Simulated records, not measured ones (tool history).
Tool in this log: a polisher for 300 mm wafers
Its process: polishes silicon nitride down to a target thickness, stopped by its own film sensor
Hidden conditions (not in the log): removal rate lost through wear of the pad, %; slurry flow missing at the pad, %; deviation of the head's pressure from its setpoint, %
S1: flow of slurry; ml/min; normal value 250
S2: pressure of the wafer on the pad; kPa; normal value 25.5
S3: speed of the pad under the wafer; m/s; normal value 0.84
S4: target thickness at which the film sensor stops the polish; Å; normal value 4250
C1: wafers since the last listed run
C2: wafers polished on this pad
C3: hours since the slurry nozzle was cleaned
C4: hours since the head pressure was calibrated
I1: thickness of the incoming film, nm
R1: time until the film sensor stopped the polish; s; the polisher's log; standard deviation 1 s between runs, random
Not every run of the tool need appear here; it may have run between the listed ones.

run	hour	S1	S2	S3	S4	C1	C2	C3	C4	I1	R1
1	0.0	195	25.5	0.84	4250	0	610	182.5	505.0	546.6	97.0
2	44.7	195	25.5	0.84	4250	568	1178	227.2	549.7	538.3	92.2
3	83.1	250	25.5	0.84	4250	488	1666	265.6	588.1	531.6	87.9
# hour 88.2: worn pad replaced by a new one
4	117.7	250	25.5	0.84	4250	389	375	300.2	622.7	539.5	89.1
5	142.7	250	25.5	0.84	4250	317	693	325.2	647.7	541.4	93.1
6	196.7	180	20.0	0.84	4250	686	1379	379.2	701.7	541.3	122.9
7	225.3	250	25.5	0.62	4250	363	1743	407.8	730.3	533.9	114.8
# hour 261.4: worn pad replaced by a new one
8	287.0	250	25.5	0.62	4250	733	325	469.5	792.0	535.8	125.4
9	319.2	250	25.5	0.84	4250	409	734	501.7	824.2	548.0	110.0
# hour 366.3: worn pad replaced by a new one, repeated, since the last time left the tool worse
10	379.9	250	22.1	0.84	3860	721	172	562.4	884.9	536.5	136.5
11	450.0	300	25.5	0.84	4250	891	1063	632.5	955.0	543.5	92.8
# hour 478.8: head pressure recalibrated
# hour 520.1: worn pad replaced by a new one
12	520.6	250	22.1	0.84	3860	821	5	703.1	41.8	537.3	135.1
# hour 553.4: slurry nozzle cleaned
13	557.4	250	25.5	1.02	4250	455	461	4.0	78.6	534.7	72.8
14	622.1	250	25.5	1.14	4360	822	1283	68.7	143.3	544.3	68.3
15	648.9	250	25.5	0.84	4250	340	1624	95.5	170.1	538.2	91.6
# hour 664.9: worn pad replaced by a new one
16	683.1	250	22.1	1.12	4250	384	231	129.7	204.3	545.0	86.0
17	737.4	250	25.5	0.98	4250	690	922	184.0	258.6	540.6	80.9
18	770.8	250	17.2	0.98	4610	424	1347	217.4	292.0	543.3	86.4

Here are 4 independent what-if runs from the current tool condition. What would each one return?
A	771.3	250	25.5	0.84	4250	6	1353	217.9	292.5	539.8	?
B	771.3	320	25.5	0.84	4250	6	1353	217.9	292.5	539.8	?
C	771.3	175	19.3	1.04	4490	6	1353	217.9	292.5	539.8	?
D	771.3	250	25.5	0.94	4250	6	1353	217.9	292.5	539.8	?

run	R1
A	91.5
B	90.1
C	82.5
D	83.6
Stripped of hidden state, with their random variation kept, the same runs would have yielded:
run	R1
A	87.2
B	85.8
C	78.6
D	79.7
